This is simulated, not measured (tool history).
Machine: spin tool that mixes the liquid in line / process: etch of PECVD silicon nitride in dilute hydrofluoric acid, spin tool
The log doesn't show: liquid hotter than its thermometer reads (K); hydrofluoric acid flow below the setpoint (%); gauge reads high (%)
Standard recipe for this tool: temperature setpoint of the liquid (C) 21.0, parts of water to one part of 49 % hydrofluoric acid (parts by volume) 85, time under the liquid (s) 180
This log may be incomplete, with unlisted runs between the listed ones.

run	day	temperature setpoint of the liquid (C)	parts of water to one part of 49 % hydrofluoric acid (parts by volume)	time under the liquid (s)	wafers since the last listed run	hours since the thermometer was replaced	hours since the hydrofluoric acid flow meter was replaced	hours since the gauge calibration	read-back film thickness of the PECVD silicon nitride reference wafer, read on the same gauge (nm)	thickness taken off the PECVD silicon nitride on a monitor wafer (Å)
1	0.000	21.0	95	180	0	2230.0	1355.9	240.5	110.00	47.6
2	0.742	21.0	95	180	146	2247.8	1373.7	258.3	110.00	47.4
3	1.638	21.0	95	180	177	2269.3	1395.2	279.8	110.01	47.7
4	2.317	21.0	75	180	134	2285.6	1411.5	296.1	110.01	60.2
5	3.262	21.0	85	180	187	2308.3	1434.2	318.8	110.01	53.3
6	4.129	21.0	85	180	171	2329.1	1455.0	339.6	109.98	53.3
7	5.588	21.0	85	180	288	2364.1	1490.0	374.6	110.00	53.7
8	6.525	21.0	85	180	185	2386.6	1512.5	397.1	109.98	53.2
9	7.154	21.0	85	180	124	2401.7	1527.6	412.2	109.99	52.9
10	8.246	21.0	85	180	216	2427.9	1553.8	438.4	110.00	52.8
11	8.883	24.5	85	210	126	2443.2	1569.1	453.7	110.01	78.0
12	9.817	21.0	55	180	184	2465.6	1591.5	476.1	110.02	82.0
# day 10.054: thermometer replaced
13	10.721	21.0	85	180	170	16.0	1613.2	497.8	110.01	53.2
14	11.558	21.0	65	235	165	36.1	1633.3	517.9	110.02	91.7
15	12.479	21.0	65	235	182	58.2	1655.4	540.0	110.01	90.7
16	13.271	19.5	50	85	156	77.2	1674.4	559.0	109.98	38.1
# day 13.688: hydrofluoric acid flow meter replaced
17	14.325	21.0	85	180	200	102.5	15.3	584.3	110.00	53.4
18	15.012	24.5	70	210	136	119.0	31.8	600.8	110.02	94.8
19	15.975	23.0	55	125	190	142.1	54.9	623.9	110.01	64.9
20	17.083	19.0	60	90	219	168.7	81.5	650.5	110.01	33.1
21	17.996	25.0	70	240	180	190.6	103.4	672.4	110.00	112.3
# day 18.775: gauge calibrated
22	19.329	25.5	110	180	264	222.6	135.4	13.3	110.00	56.1
23	20.592	25.0	85	180	250	252.9	165.7	43.6	109.99	69.7
24	21.121	24.0	85	150	104	265.6	178.4	56.3	110.00	54.6
25	22.008	18.5	110	180	175	286.9	199.7	77.6	110.00	35.1
26	23.392	21.0	105	100	273	320.1	232.9	110.8	110.00	24.0
27	24.288	21.0	85	180	177	341.6	254.4	132.3	110.00	53.7
28	25.212	18.5	110	180	183	363.8	276.6	154.5	109.99	34.7
29	26.500	21.0	55	230	255	394.7	307.5	185.4	109.99	104.4
30	27.138	17.0	85	180	126	410.0	322.8	200.7	110.00	40.4
31	27.958	23.5	60	80	162	429.7	342.5	220.4	109.99	39.6

5 ways to go on from here, each from the tool as it stands after run 31. What would each give?
A	27.979	24.0	85	180	4	430.2	343.0	220.9	?	?
B	27.979	21.0	100	180	4	430.2	343.0	220.9	?	?
C	27.979	19.5	85	180	4	430.2	343.0	220.9	?	?
D	27.979	17.5	50	180	4	430.2	343.0	220.9	?	?
E	27.979	21.0	85	145	4	430.2	343.0	220.9	?	?

run	read-back film thickness of the PECVD silicon nitride reference wafer, read on the same gauge (nm)	thickness taken off the PECVD silicon nitride on a monitor wafer (Å)
A	109.99	65.2
B	109.99	45.4
C	109.99	48.1
D	109.99	70.0
E	109.99	42.9
What these runs would have given with no unlogged condition in the tool:
run	thickness taken off the PECVD silicon nitride on a monitor wafer (Å)
A	65.2
B	45.4
C	48.1
D	70.0
E	42.9
